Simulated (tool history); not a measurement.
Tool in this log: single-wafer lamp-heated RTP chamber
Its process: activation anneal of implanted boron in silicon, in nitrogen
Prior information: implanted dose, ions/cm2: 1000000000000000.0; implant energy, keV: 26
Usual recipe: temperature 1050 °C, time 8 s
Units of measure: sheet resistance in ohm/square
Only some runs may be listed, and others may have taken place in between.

run,hour,temperature,time,wafers since the last listed run,wafers since the last pyrometer calibration,wafers since the reflector plate was cleaned,hours since the gauge calibration,"read-back reference wafer on the same gauge, sheet resistance",sheet resistance
1,0,1050,8,0,298,9725,81,114.92,114.4
2,16.8,1050,8,245,544,9971,97.8,114.96,114.68
3,32.9,1041,5,235,779,10206,113.9,115.05,115.09
4,48.1,1041,5,222,1002,10428,129.1,115.04,115.31
5,81,1050,8,481,1483,10910,162,115.01,114.82
6,102.4,1050,8,312,1796,11223,183.4,114.92,114.53
# hour 115.5: pyrometer window cleaned and pyrometer calibrated
# hour 116.1: gauge calibrated
7,132.1,1050,8,317,243,11540,16,114.92,114.65
8,157.8,1071,10,375,619,11916,41.7,114.98,114.37
# hour 193.6: reflector plate cleaned
9,194.1,1028,8,413,1033,6,78,114.95,116.24
10,201,1031,8,100,1134,107,84.9,115.01,116.17
11,221.7,1031,12,302,1436,410,105.6,114.98,115.75
12,234.8,1071,10,191,1628,601,118.7,114.95,114.24
# hour 251.6: pyrometer window cleaned and pyrometer calibrated
13,263.4,1050,10,301,173,903,147.3,115.02,114.68
14,298.8,1071,4,517,690,1420,182.7,115.03,114.75

What does the tool deliver on the next run?
15,315.1,1050,8,238,929,1659,199,?,?

read-back reference wafer on the same gauge, sheet resistance: 115
sheet resistance: 114.91 ohm/square
With no hidden state in the tool, this same run would have given sheet resistance 114.91 ohm/square.
